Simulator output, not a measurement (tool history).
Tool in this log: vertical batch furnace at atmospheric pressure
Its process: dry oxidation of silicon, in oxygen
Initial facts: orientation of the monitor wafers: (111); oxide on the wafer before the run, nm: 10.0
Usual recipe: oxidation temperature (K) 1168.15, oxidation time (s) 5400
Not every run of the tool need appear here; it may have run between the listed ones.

run   hour  oxidation temperature (K)  oxidation time (s)  wafers since the last listed run  hours since the last temperature calibration  hours since the boat lift was adjusted  hours since the gauge calibration  read-back reference wafer on the same gauge, thickness  oxide thickness on the monitor wafer (angstrom)
  1    0.0                    1168.15                3690                                 0                                        2933.9                                  3594.3                              187.4                                                   44.35                                            307.5
  2   33.5                    1168.15                5400                               242                                        2967.4                                  3627.8                              220.9                                                   44.39                                            381.2
  3   56.3                    1168.15                5400                               165                                        2990.2                                  3650.6                              243.7                                                   44.35                                            385.0
  4   70.3                    1168.15                5400                               101                                        3004.2                                  3664.6                              257.7                                                   44.35                                            384.0
  5   94.8                    1168.15                5400                               177                                        3028.7                                  3689.1                              282.2                                                   44.44                                            387.2
  6  108.7                    1163.15                5400                               100                                        3042.6                                  3703.0                              296.1                                                   44.46                                            369.5
  7  136.4                    1163.15                5400                               200                                        3070.3                                  3730.7                              323.8                                                   44.44                                            369.5
  8  174.3                    1168.15                5400                               274                                        3108.2                                  3768.6                              361.7                                                   44.50                                            383.6
  9  200.9                    1168.15                5400                               192                                        3134.8                                  3795.2                              388.3                                                   44.55                                            386.0
 10  226.9                    1168.15                5400                               188                                        3160.8                                  3821.2                              414.3                                                   44.53                                            385.9
 11  249.4                    1168.15                5400                               162                                        3183.3                                  3843.7                              436.8                                                   44.53                                            387.5
 12  345.8                    1175.15                5400                               698                                        3279.7                                  3940.1                              533.2                                                   44.69                                            412.4
 13  362.3                    1168.15                5400                               119                                        3296.2                                  3956.6                              549.7                                                   44.64                                            386.0
 14  388.7                    1168.15                5400                               191                                        3322.6                                  3983.0                              576.1                                                   44.71                                            386.8
 15  406.4                    1168.15                5400                               128                                        3340.3                                  4000.7                              593.8                                                   44.72                                            386.5
 16  421.8                    1168.15                5400                               111                                        3355.7                                  4016.1                              609.2                                                   44.72                                            387.3
 17  442.4                    1185.15                5400                               149                                        3376.3                                  4036.7                              629.8                                                   44.69                                            449.4
     473.4  -- thermocouples replaced and temperature profile calibrated
 18  512.2                    1160.15                3450                               331                                          38.8                                  4106.5                              699.6                                                   44.80                                            282.0
 19  540.9                    1168.15                2850                               207                                          67.5                                  4135.2                              728.3                                                   44.82                                            270.9
     549.8  -- gauge calibrated
 20  558.0                    1168.15                6420                               123                                          84.6                                  4152.3                                8.2                                                   44.16                                            425.3
 21  571.0                    1168.15                5400                                94                                          97.6                                  4165.3                               21.2                                                   44.19                                            383.9
 22  597.1                    1168.15                5400                               189                                         123.7                                  4191.4                               47.3                                                   44.24                                            382.8
 23  628.9                    1168.15                5400                               230                                         155.5                                  4223.2                               79.1                                                   44.23                                            381.4
 24  641.9                    1149.15                3090                                94                                         168.5                                  4236.2                               92.1                                                   44.25                                            239.9
 25  675.3                    1168.15                7680                               241                                         201.9                                  4269.6                              125.5                                                   44.28                                            476.0
 26  692.4                    1152.15                3120                               123                                         219.0                                  4286.7                              142.6                                                   44.29                                            248.5
 27  711.2                    1168.15                5400                               136                                         237.8                                  4305.5                              161.4                                                   44.35                                            383.3
     746.2  -- boat lift adjusted
 28  746.7                    1168.15                6300                                83                                         273.3                                     0.5                              196.9                                                   44.34                                            418.3
 29  761.8                    1175.15                6510                               109                                         288.4                                    15.6                              212.0                                                   44.40                                            457.6
 30  796.1                    1168.15                4380                               248                                         322.7                                    49.9                              246.3                                                   44.42                                            340.6
 31  810.0                    1179.15                6870                               100                                         336.6                                    63.8                              260.2                                                   44.42                                            492.7
 32  832.1                    1168.15                5400                               160                                         358.7                                    85.9                              282.3                                                   44.44                                            381.6
 33  860.5                    1168.15                5400                               205                                         387.1                                   114.3                              310.7                                                   44.40                                            384.9
 34  884.8                    1191.15                4590                               176                                         411.4                                   138.6                              335.0                                                   44.46                                            427.7
 35  903.4                    1146.15                3090                               134                                         430.0                                   157.2                              353.6                                                   44.49                                            235.7
 36  934.2                    1145.15                2700                               223                                         460.8                                   188.0                              384.4                                                   44.49                                            219.8
 37  956.1                    1168.15                5400                               158                                         482.7                                   209.9                              406.3                                                   44.54                                            382.9

Below, some changes in oxide thickness on the monitor wafer (angstrom) between adjacent runs. For each, the amount present without the hidden state too (settings, incoming material, random variation) and the amount remaining for the hidden state with gauge scatter not shared by both compared results:
Hidden state present: true tube temperature minus thermocouple reading, K; monitor wafer colder than the profiled boat position, K; gauge reads high (%).
Run 17 -> 18: oxidation temperature (K) 1185.15 -> 1160.15, oxidation time (s) 5400 -> 3450, thermocouples replaced and temperature profile calibrated. oxide thickness on the monitor wafer (angstrom) -167.4: hidden state -2.0, all else -165.4.
Run 19 -> 20: oxidation time (s) 2850 -> 6420, gauge calibrated. oxide thickness on the monitor wafer (angstrom) +154.4: hidden state -3.7, all else +158.1.
Run 24 -> 25: oxidation temperature (K) 1149.15 -> 1168.15, oxidation time (s) 3090 -> 7680. oxide thickness on the monitor wafer (angstrom) +236.1: hidden state +1.2, all else +234.9.
Run 25 -> 26: oxidation temperature (K) 1168.15 -> 1152.15, oxidation time (s) 7680 -> 3120. oxide thickness on the monitor wafer (angstrom) -227.5: hidden state -0.9, all else -226.6.
Run 34 -> 35: oxidation temperature (K) 1191.15 -> 1146.15, oxidation time (s) 4590 -> 3090. oxide thickness on the monitor wafer (angstrom) -192.0: hidden state -1.6, all else -190.4.
Run 36 -> 37: oxidation temperature (K) 1145.15 -> 1168.15, oxidation time (s) 2700 -> 5400. oxide thickness on the monitor wafer (angstrom) +163.1: hidden state +1.7, all else +161.4.

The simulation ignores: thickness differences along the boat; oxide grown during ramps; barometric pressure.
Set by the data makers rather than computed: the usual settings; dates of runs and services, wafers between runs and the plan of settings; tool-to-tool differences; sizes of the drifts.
